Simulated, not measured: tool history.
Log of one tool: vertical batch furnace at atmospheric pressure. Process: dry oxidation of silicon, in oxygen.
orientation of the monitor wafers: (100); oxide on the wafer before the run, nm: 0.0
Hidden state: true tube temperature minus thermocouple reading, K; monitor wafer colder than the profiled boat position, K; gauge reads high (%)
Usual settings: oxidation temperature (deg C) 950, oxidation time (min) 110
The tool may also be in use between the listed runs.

run	hour	oxidation temperature (deg C)	oxidation time (min)	wafers since the last listed run	hours since the last temperature calibration	hours since the boat lift was adjusted	hours since the gauge calibration	read-back reference wafer on the same gauge, thickness	oxide thickness on the monitor wafer (nm)
1	0	966	110	0	2621	3520.5	275.6	56.29	57.59
2	9.4	966	110	112	2630.4	3529.9	285	56.33	57.52
3	17.7	950	110	99	2638.7	3538.2	293.3	56.3	50.3
4	36.1	950	110	219	2657.1	3556.6	311.7	56.27	50.23
5	53	958	110	201	2674	3573.5	328.6	56.31	54.05
6	71	958	110	214	2692	3591.5	346.6	56.31	54.26
7	92.5	958	110	256	2713.5	3613	368.1	56.29	54.08
8	110.9	950	70	219	2731.9	3631.4	386.5	56.3	36.76
# hour 127.8: gauge calibrated
# hour 148.4: boat lift adjusted
9	148.9	950	110	166	2769.9	0.5	21.1	56.32	50.45
10	154.2	950	110	63	2775.2	5.8	26.4	56.3	50.31
11	159.5	950	110	63	2780.5	11.1	31.7	56.31	50.35
12	175.7	970	163.5	193	2796.7	27.3	47.9	56.29	78.66
# hour 215.4: thermocouples replaced and temperature profile calibrated
13	215.9	950	110	193	0.5	67.5	88.1	56.28	51.63
14	221.2	925	74	63	5.8	72.8	93.4	56.29	30.29
15	235.5	950	110	170	20.1	87.1	107.7	56.32	51.62
# hour 262.7: thermocouples replaced and temperature profile calibrated, repeated, since the last time left the tool worse
16	263.2	970	163.5	44	0.5	114.8	135.4	56.29	77.11
17	268.5	958	93.5	63	5.8	120.1	140.7	56.28	47.04
18	279.9	933	110	135	17.2	131.5	152.1	56.31	40.67
19	287.9	962	110	95	25.2	139.5	160.1	56.33	54.45
20	309.6	940	110	258	46.9	161.2	181.8	56.29	43.87
21	325.3	950	110	187	62.6	176.9	197.5	56.28	48.76
22	341.2	950	61	189	78.5	192.8	213.4	56.31	32.66

Forecast each of these 4 alternatives for the next run:
A	346.6	950	110	64	83.9	198.2	218.8	?	?
B	346.6	950	80	64	83.9	198.2	218.8	?	?
C	346.6	950	128.5	64	83.9	198.2	218.8	?	?
D	346.6	950	59	64	83.9	198.2	218.8	?	?

run	read-back reference wafer on the same gauge, thickness	oxide thickness on the monitor wafer (nm)
A	56.3	48.9
B	56.3	39.17
C	56.3	54.64
D	56.3	31.95
Without the tool's hidden state the same runs would have given:
run	oxide thickness on the monitor wafer (nm)
A	48.58
B	38.91
C	54.28
D	31.73
